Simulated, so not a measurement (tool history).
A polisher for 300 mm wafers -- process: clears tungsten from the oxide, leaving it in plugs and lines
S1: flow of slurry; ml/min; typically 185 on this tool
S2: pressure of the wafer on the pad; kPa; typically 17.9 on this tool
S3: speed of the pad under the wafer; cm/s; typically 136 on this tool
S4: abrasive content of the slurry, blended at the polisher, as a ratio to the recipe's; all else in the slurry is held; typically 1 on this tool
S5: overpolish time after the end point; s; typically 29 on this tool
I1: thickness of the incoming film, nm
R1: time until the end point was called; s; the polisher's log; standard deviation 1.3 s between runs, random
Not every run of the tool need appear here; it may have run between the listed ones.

{"run": 1, "hour": 0.0, "S1": 185, "S2": 17.9, "S3": 136, "S4": 1, "S5": 29, "I1": 423.7, "R1": 98.9}
{"run": 2, "hour": 62.9, "S1": 185, "S2": 17.9, "S3": 136, "S4": 1, "S5": 29, "I1": 424, "R1": 99.6}
{"run": 3, "hour": 103.9, "S1": 185, "S2": 17.9, "S3": 136, "S4": 1, "S5": 29, "I1": 432.3, "R1": 99.2}
{"hour": 108.5, "done": "worn pad replaced by a new one"}
{"run": 4, "hour": 197.6, "S1": 185, "S2": 17.9, "S3": 136, "S4": 1, "S5": 29, "I1": 425.5, "R1": 99.3}
{"hour": 229.3, "done": "slurry nozzle cleaned"}
{"hour": 275.7, "done": "slurry tank refilled with fresh slurry and peroxide"}
{"run": 5, "hour": 352.3, "S1": 185, "S2": 13.8, "S3": 136, "S4": 1, "S5": 29, "I1": 420.4, "R1": 116.1}
{"run": 6, "hour": 439.6, "S1": 230, "S2": 17.9, "S3": 136, "S4": 0.9, "S5": 29, "I1": 433.4, "R1": 100.6}
{"run": 7, "hour": 510.7, "S1": 185, "S2": 17.9, "S3": 136, "S4": 0.8, "S5": 29, "I1": 431.6, "R1": 102.9}
{"run": 8, "hour": 555.1, "S1": 215, "S2": 17.9, "S3": 112, "S4": 1.15, "S5": 22, "I1": 423.9, "R1": 112.6}
{"hour": 585.0, "done": "slurry blender recalibrated"}
{"hour": 622.3, "done": "head pressure recalibrated"}
{"run": 9, "hour": 624.7, "S1": 185, "S2": 21.4, "S3": 136, "S4": 1, "S5": 29, "I1": 431.6, "R1": 85.8}
{"hour": 664.8, "done": "worn pad replaced by a new one"}
{"run": 10, "hour": 676.9, "S1": 185, "S2": 13.8, "S3": 114, "S4": 1, "S5": 38, "I1": 434.9, "R1": 139.4}
{"hour": 772.1, "done": "slurry nozzle cleaned"}
{"run": 11, "hour": 784.9, "S1": 210, "S2": 17.9, "S3": 106, "S4": 0.9, "S5": 45, "I1": 425.1, "R1": 125.2}
{"run": 12, "hour": 830.6, "S1": 185, "S2": 17.9, "S3": 106, "S4": 1, "S5": 44, "I1": 438.3, "R1": 129.5}
{"hour": 866.3, "done": "slurry tank refilled with fresh slurry and peroxide"}
{"run": 13, "hour": 929.0, "S1": 185, "S2": 17.9, "S3": 176, "S4": 1, "S5": 29, "I1": 426.8, "R1": 76.6}
{"run": 14, "hour": 982.8, "S1": 130, "S2": 15.9, "S3": 136, "S4": 0.85, "S5": 40, "I1": 424.6, "R1": 117.9}
{"run": 15, "hour": 1073.0, "S1": 185, "S2": 17.9, "S3": 136, "S4": 1.2, "S5": 13, "I1": 429.3, "R1": 94.7}
{"hour": 1127.1, "done": "slurry blender recalibrated"}
{"run": 16, "hour": 1135.0, "S1": 185, "S2": 17.9, "S3": 136, "S4": 1, "S5": 29, "I1": 429, "R1": 99.3}
{"run": 17, "hour": 1209.0, "S1": 185, "S2": 17.9, "S3": 136, "S4": 1, "S5": 29, "I1": 432, "R1": 97.5}
{"run": 18, "hour": 1261.7, "S1": 245, "S2": 17.9, "S3": 136, "S4": 0.8, "S5": 17, "I1": 430.6, "R1": 99.3}
{"hour": 1274.1, "done": "worn pad replaced by a new one"}
{"run": 19, "hour": 1299.9, "S1": 215, "S2": 17.9, "S3": 102, "S4": 0.9, "S5": 29, "I1": 429.9, "R1": 129}
{"hour": 1378.7, "done": "slurry nozzle cleaned"}
{"run": 20, "hour": 1381.6, "S1": 185, "S2": 17.9, "S3": 136, "S4": 1, "S5": 29, "I1": 432.2, "R1": 101.3}
{"run": 21, "hour": 1471.5, "S1": 185, "S2": 17.9, "S3": 156, "S4": 1, "S5": 16, "I1": 427.9, "R1": 85.5}
{"run": 22, "hour": 1509.4, "S1": 185, "S2": 17.9, "S3": 116, "S4": 1, "S5": 16, "I1": 435.2, "R1": 117.3}
{"hour": 1538.5, "done": "slurry tank refilled with fresh slurry and peroxide"}
{"hour": 1549.3, "done": "head pressure recalibrated"}
{"run": 23, "hour": 1609.0, "S1": 215, "S2": 17.9, "S3": 112, "S4": 1.15, "S5": 22, "I1": 433.5, "R1": 113.6}
{"run": 24, "hour": 1704.6, "S1": 185, "S2": 17.9, "S3": 168, "S4": 1, "S5": 29, "I1": 428.9, "R1": 78.1}
{"run": 25, "hour": 1776.4, "S1": 185, "S2": 15.2, "S3": 102, "S4": 0.85, "S5": 38, "I1": 436.6, "R1": 152.2}
{"hour": 1796.4, "done": "slurry blender recalibrated"}
{"run": 26, "hour": 1875.7, "S1": 185, "S2": 17.9, "S3": 136, "S4": 1, "S5": 29, "I1": 426.5, "R1": 97.7}

What if the next run were any one of these 4? Each begins from the tool's condition after run 26:
{"run": "A", "hour": 1876.2, "S1": 185, "S2": 17.9, "S3": 136, "S4": 1, "S5": 29, "I1": 434.8, "R1": "?"}
{"run": "B", "hour": 1876.2, "S1": 220, "S2": 23.4, "S3": 176, "S4": 1, "S5": 29, "I1": 434.8, "R1": "?"}
{"run": "C", "hour": 1876.2, "S1": 120, "S2": 14.5, "S3": 136, "S4": 0.7, "S5": 19, "I1": 434.8, "R1": "?"}
{"run": "D", "hour": 1876.2, "S1": 135, "S2": 17.9, "S3": 110, "S4": 1, "S5": 36, "I1": 434.8, "R1": "?"}

run=A R1=101.3
run=B R1=63.3
run=C R1=137.1
run=D R1=133
Had the tool no hidden state, the same runs would have come out as:
run=A R1=101.3
run=B R1=63.3
run=C R1=137.1
run=D R1=133

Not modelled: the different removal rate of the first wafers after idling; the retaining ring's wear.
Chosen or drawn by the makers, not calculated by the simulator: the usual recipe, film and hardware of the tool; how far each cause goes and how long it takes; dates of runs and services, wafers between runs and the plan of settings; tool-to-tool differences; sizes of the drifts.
